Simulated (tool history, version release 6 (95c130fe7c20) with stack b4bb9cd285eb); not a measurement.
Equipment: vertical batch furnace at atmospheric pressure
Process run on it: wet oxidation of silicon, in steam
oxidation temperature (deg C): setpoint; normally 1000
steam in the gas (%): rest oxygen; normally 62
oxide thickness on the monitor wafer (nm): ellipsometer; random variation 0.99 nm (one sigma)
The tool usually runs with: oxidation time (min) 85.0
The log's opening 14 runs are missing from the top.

run    hour  oxidation temperature (deg C)  oxidation time (min)  steam in the gas (%)  wafers since the last listed run  hours since the last temperature calibration  hours since the steam generator was serviced  hours since the gauge calibration  read-back reference wafer on the same gauge, thickness  oxide thickness on the monitor wafer (nm)
 15  1187.4                            990                  85.0                    62                              3697                                        2470.6                                        2764.8                             1790.4                                                  475.84                                     445.85
 16  1246.1                           1000                 120.0                    62                               738                                        2529.3                                        2823.5                             1849.1                                                  476.14                                     582.12
 17  1312.7                            981                  85.0                    62                               837                                        2595.9                                        2890.1                             1915.7                                                  476.08                                     420.43
     1405.3  -- thermocouples replaced and temperature profile calibrated
 18  1405.8                           1000                 105.0                    57                               869                                           0.5                                        2983.2                             2008.8                                                  476.16                                     508.01
 19  1437.8                           1015                 125.5                    62                               402                                          32.5                                        3015.2                             2040.8                                                  476.15                                     642.95
 20  1510.9                           1000                  85.0                    68                               919                                         105.6                                        3088.3                             2113.9                                                  476.16                                     498.58
 21  1617.7                           1000                  85.0                    62                              1343                                         212.4                                        3195.1                             2220.7                                                  476.63                                     471.27
 22  1654.7                           1024                  65.0                    51                               465                                         249.4                                        3232.1                             2257.7                                                  476.14                                     405.39
 23  1735.1                           1020                 106.0                    73                              1011                                         329.8                                        3312.5                             2338.1                                                  476.68                                     659.63
     1778.6  -- gauge calibrated
     1894.1  -- steam generator serviced
 24  1913.5                           1024                 120.5                    62                              1942                                         508.2                                          19.4                              134.9                                                  470.74                                     649.77
 25  2016.7                            979                  53.0                    68                              1298                                         611.4                                         122.6                              238.1                                                  471.54                                     319.26
 26  2054.9                           1000                  85.0                    70                               480                                         649.6                                         160.8                              276.3                                                  471.79                                     505.79
 27  2093.9                           1016                  98.5                    51                               490                                         688.6                                         199.8                              315.3                                                  472.24                                     493.44
 28  2172.0                           1016                  98.5                    51                               982                                         766.7                                         277.9                              393.4                                                  473.20                                     497.00
 29  2257.8                           1000                 108.5                    53                              1079                                         852.5                                         363.7                              479.2                                                  473.81                                     493.64

Predict the results of run 30:
 30  2361.2                           1000                  85.0                    62                              1300                                         955.9                                         467.1                              582.6                                                       ?                                          ?

Run 30 measured read-back reference wafer on the same gauge, thickness 474.10, oxide thickness on the monitor wafer (nm) 469.44.
On a tool with no hidden condition, and with the same random variation, this run would have come out at oxide thickness on the monitor wafer (nm) 463.50.

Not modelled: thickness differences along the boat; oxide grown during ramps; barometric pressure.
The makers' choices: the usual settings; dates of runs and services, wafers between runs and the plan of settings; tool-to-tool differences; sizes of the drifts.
